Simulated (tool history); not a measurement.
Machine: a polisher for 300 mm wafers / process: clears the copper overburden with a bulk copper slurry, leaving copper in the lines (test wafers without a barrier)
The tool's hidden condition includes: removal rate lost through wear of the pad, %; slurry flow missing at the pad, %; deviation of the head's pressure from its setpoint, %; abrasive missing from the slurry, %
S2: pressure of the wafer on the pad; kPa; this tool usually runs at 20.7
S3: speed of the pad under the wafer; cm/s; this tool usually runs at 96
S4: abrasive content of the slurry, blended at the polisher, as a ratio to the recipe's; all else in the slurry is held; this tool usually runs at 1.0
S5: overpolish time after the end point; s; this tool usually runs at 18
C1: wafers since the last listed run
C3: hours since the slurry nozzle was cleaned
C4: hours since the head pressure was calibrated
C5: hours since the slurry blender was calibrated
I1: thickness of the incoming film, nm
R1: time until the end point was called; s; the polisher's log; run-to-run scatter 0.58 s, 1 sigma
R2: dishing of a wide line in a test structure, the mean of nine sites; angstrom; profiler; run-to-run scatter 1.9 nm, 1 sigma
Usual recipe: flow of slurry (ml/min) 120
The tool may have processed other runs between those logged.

run 1 hour=0.0 | flow_of_slurry_(ml/min)=110 S2=20.7 S3=96 S4=1.0 S5=18 | C1=0 wafers_polished_on_this_pad=645 C3=151.9 C4=192.3 C5=15.0 | I1=689.1 | R1=65.7 R2=788
run 2 hour=14.6 | flow_of_slurry_(ml/min)=120 S2=20.7 S3=96 S4=1.0 S5=18 | C1=113 wafers_polished_on_this_pad=758 C3=166.5 C4=206.9 C5=29.6 | I1=696.0 | R1=64.1 R2=767
-- hour=44.3 worn pad replaced by a new one
run 3 hour=51.0 | flow_of_slurry_(ml/min)=120 S2=20.7 S3=96 S4=1.0 S5=18 | C1=251 wafers_polished_on_this_pad=51 C3=202.9 C4=243.3 C5=66.0 | I1=703.7 | R1=65.4 R2=831
run 4 hour=58.0 | flow_of_slurry_(ml/min)=120 S2=20.7 S3=96 S4=1.0 S5=18 | C1=54 wafers_polished_on_this_pad=105 C3=209.9 C4=250.3 C5=73.0 | I1=704.9 | R1=65.4 R2=797
run 5 hour=65.0 | flow_of_slurry_(ml/min)=120 S2=20.7 S3=118 S4=1.0 S5=18 | C1=54 wafers_polished_on_this_pad=160 C3=216.9 C4=257.3 C5=80.0 | I1=685.6 | R1=51.6 R2=891
run 6 hour=72.9 | flow_of_slurry_(ml/min)=120 S2=20.7 S3=88 S4=1.0 S5=18 | C1=61 wafers_polished_on_this_pad=221 C3=224.8 C4=265.2 C5=87.9 | I1=699.8 | R1=71.8 R2=776
run 7 hour=87.9 | flow_of_slurry_(ml/min)=120 S2=20.7 S3=88 S4=1.0 S5=18 | C1=116 wafers_polished_on_this_pad=338 C3=239.8 C4=280.2 C5=102.9 | I1=700.2 | R1=70.7 R2=811
run 8 hour=96.0 | flow_of_slurry_(ml/min)=120 S2=20.7 S3=96 S4=1.0 S5=25 | C1=62 wafers_polished_on_this_pad=400 C3=247.9 C4=288.3 C5=111.0 | I1=686.8 | R1=64.2 R2=950
-- hour=102.1 slurry blender recalibrated
run 9 hour=138.1 | flow_of_slurry_(ml/min)=120 S2=22.8 S3=76 S4=1.2 S5=18 | C1=311 wafers_polished_on_this_pad=712 C3=290.0 C4=330.4 C5=36.0 | I1=707.3 | R1=72.8 R2=782
run 10 hour=151.1 | flow_of_slurry_(ml/min)=100 S2=20.7 S3=66 S4=0.8 S5=18 | C1=100 wafers_polished_on_this_pad=813 C3=303.0 C4=343.4 C5=49.0 | I1=690.0 | R1=99.8 R2=644
-- hour=157.9 worn pad replaced by a new one
run 11 hour=167.3 | flow_of_slurry_(ml/min)=120 S2=20.7 S3=96 S4=1.0 S5=18 | C1=94 wafers_polished_on_this_pad=72 C3=319.2 C4=359.6 C5=65.2 | I1=704.2 | R1=64.9 R2=809
-- hour=173.3 slurry nozzle cleaned
-- hour=184.0 head pressure recalibrated
run 12 hour=184.3 | flow_of_slurry_(ml/min)=140 S2=20.7 S3=106 S4=0.8 S5=18 | C1=108 wafers_polished_on_this_pad=181 C3=11.0 C4=0.3 C5=82.2 | I1=703.5 | R1=59.8 R2=846
run 13 hour=198.8 | flow_of_slurry_(ml/min)=120 S2=27.6 S3=96 S4=1.0 S5=13 | C1=112 wafers_polished_on_this_pad=294 C3=25.5 C4=14.8 C5=96.7 | I1=701.2 | R1=47.8 R2=851
run 14 hour=214.5 | flow_of_slurry_(ml/min)=120 S2=20.7 S3=96 S4=1.0 S5=18 | C1=121 wafers_polished_on_this_pad=416 C3=41.2 C4=30.5 C5=112.4 | I1=699.7 | R1=65.8 R2=831
-- hour=225.8 slurry blender recalibrated
run 15 hour=230.9 | flow_of_slurry_(ml/min)=120 S2=15.2 S3=96 S4=1.0 S5=26 | C1=111 wafers_polished_on_this_pad=527 C3=57.6 C4=46.9 C5=5.1 | I1=711.0 | R1=88.7 R2=791
run 16 hour=237.7 | flow_of_slurry_(ml/min)=120 S2=20.7 S3=96 S4=1.0 S5=18 | C1=52 wafers_polished_on_this_pad=580 C3=64.4 C4=53.7 C5=11.9 | I1=697.0 | R1=63.3 R2=807
run 17 hour=249.9 | flow_of_slurry_(ml/min)=120 S2=20.7 S3=96 S4=1.0 S5=23 | C1=94 wafers_polished_on_this_pad=675 C3=76.6 C4=65.9 C5=24.1 | I1=683.9 | R1=64.0 R2=881

List, for all runs, the conditions of the tool that the log does not record:
removal rate lost through wear of the pad, %: 0 on each run
slurry flow missing at the pad, %: 0 on each run
deviation of the head's pressure from its setpoint, %: 0 on each run
abrasive missing from the slurry, %: 0 on each run
